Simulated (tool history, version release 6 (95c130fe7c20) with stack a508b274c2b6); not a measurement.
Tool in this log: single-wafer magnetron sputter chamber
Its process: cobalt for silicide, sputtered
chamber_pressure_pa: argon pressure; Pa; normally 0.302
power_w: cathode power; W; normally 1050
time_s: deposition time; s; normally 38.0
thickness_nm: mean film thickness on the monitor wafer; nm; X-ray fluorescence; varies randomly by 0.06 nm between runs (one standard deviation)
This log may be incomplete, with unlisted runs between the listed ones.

run   hour  chamber_pressure_pa  power_w  time_s  read-back reference wafer on the same gauge, thickness_nm  thickness_nm
  1    0.0                0.367      850    38.0                                                     21.221        18.038
      16.1  -- sputter target and shields replaced
  2   16.6                0.367      850    38.0                                                     21.205        18.149
  3   58.1                0.302      850    38.0                                                     21.203        18.463
  4   65.2                0.302      850    38.0                                                     21.210        18.329
  5   77.0                0.302      950    33.2                                                     21.207        17.672
  6   89.7                0.302     1100    38.0                                                     21.206        22.946
     113.4  -- sputter target and shields replaced
  7  116.4                0.302     1100    38.0                                                     21.207        22.592
  8  125.4                0.302     1100    38.0                                                     21.204        22.518
     135.4  -- capacitance manometer re-zeroed and calibrated
  9  135.9                0.302     1050    38.0                                                     21.201        21.608
 10  143.0                0.302     1050    38.0                                                     21.210        21.545
 11  149.6                0.302     1050    38.0                                                     21.188        21.706
     159.4  -- sputter target and shields replaced, repeated, since the last time left the tool worse
 12  166.4                0.403     1050    42.3                                                     21.203        23.957
     172.4  -- gauge calibrated
     194.0  -- magnet pack replaced
 13  194.5                0.302     1200    40.8                                                     21.208        26.885
 14  195.5                0.302      950    38.0                                                     21.206        20.290
 15  202.9                0.339      800    34.5                                                     21.203        15.621
 16  215.9                0.302     1050    38.0                                                     21.198        22.162
 17  233.0                0.302     1150    33.3                                                     21.207        20.895
     244.0  -- sputter target and shields replaced
 18  247.3                0.302     1050    31.1                                                     21.213        18.180
 19  259.8                0.302     1050    38.0                                                     21.207        22.212
 20  276.0                0.228     1000    40.5                                                     21.212        23.048
 21  282.9                0.239      800    45.1                                                     21.206        21.070
 22  296.7                0.302      850    38.0                                                     21.206        18.436

Predict each of these 3 candidate next runs independently; none follows another, all start after run 22:
  A  297.1                0.302     1050    38.0                                                          ?             ?
  B  297.1                0.238      950    32.8                                                          ?             ?
  C  297.1                0.388     1050    38.0                                                          ?             ?

run  read-back reference wafer on the same gauge, thickness_nm  thickness_nm
  A                                                     21.203        22.215
  B                                                     21.203        17.857
  C                                                     21.203        21.728
Had the tool no hidden state, the same runs would have come out as:
run  thickness_nm
  A        22.352
  B        17.967
  C        21.862
